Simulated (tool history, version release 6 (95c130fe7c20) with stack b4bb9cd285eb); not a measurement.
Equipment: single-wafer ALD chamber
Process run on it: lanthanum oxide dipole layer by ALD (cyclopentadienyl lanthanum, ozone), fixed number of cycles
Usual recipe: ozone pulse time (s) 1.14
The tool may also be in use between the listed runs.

run,hour,ozone pulse time (s),"read-back reference wafer on the same gauge, thickness_nm",mean film thickness on the monitor wafer (nm)
1,0,0.81,0.53,0.396
2,17.1,1.5,0.53,0.511
3,23.3,1.5,0.53,0.512
4,34.8,1.5,0.531,0.51
5,46.7,1.14,0.53,0.462
# hour 63.5: showerhead replaced
# hour 64.9: thermocouple changed; heater temperature recalibrated
6,65.4,1.14,0.53,0.461
# hour 71.8: gauge calibrated
7,72.2,1.14,0.53,0.459
8,82.4,0.85,0.53,0.399
9,91.6,1.14,0.53,0.459
10,102.6,0.72,0.53,0.362
# hour 117.7: ozone generator serviced
11,120.2,1.58,0.531,0.569
12,127,1.55,0.53,0.566
13,148.5,1.38,0.53,0.556
14,155.6,0.71,0.53,0.451

Here are 4 independent what-if runs from the current tool condition. What would each one return?
A,156,1.39,?,?
B,156,0.82,?,?
C,156,0.99,?,?
D,156,1.47,?,?

run,"read-back reference wafer on the same gauge, thickness_nm",mean film thickness on the monitor wafer (nm)
A,0.53,0.556
B,0.53,0.479
C,0.53,0.511
D,0.53,0.562
With no hidden state in the tool, these same runs would have given:
run,mean film thickness on the monitor wafer (nm)
A,0.558
B,0.483
C,0.514
D,0.563

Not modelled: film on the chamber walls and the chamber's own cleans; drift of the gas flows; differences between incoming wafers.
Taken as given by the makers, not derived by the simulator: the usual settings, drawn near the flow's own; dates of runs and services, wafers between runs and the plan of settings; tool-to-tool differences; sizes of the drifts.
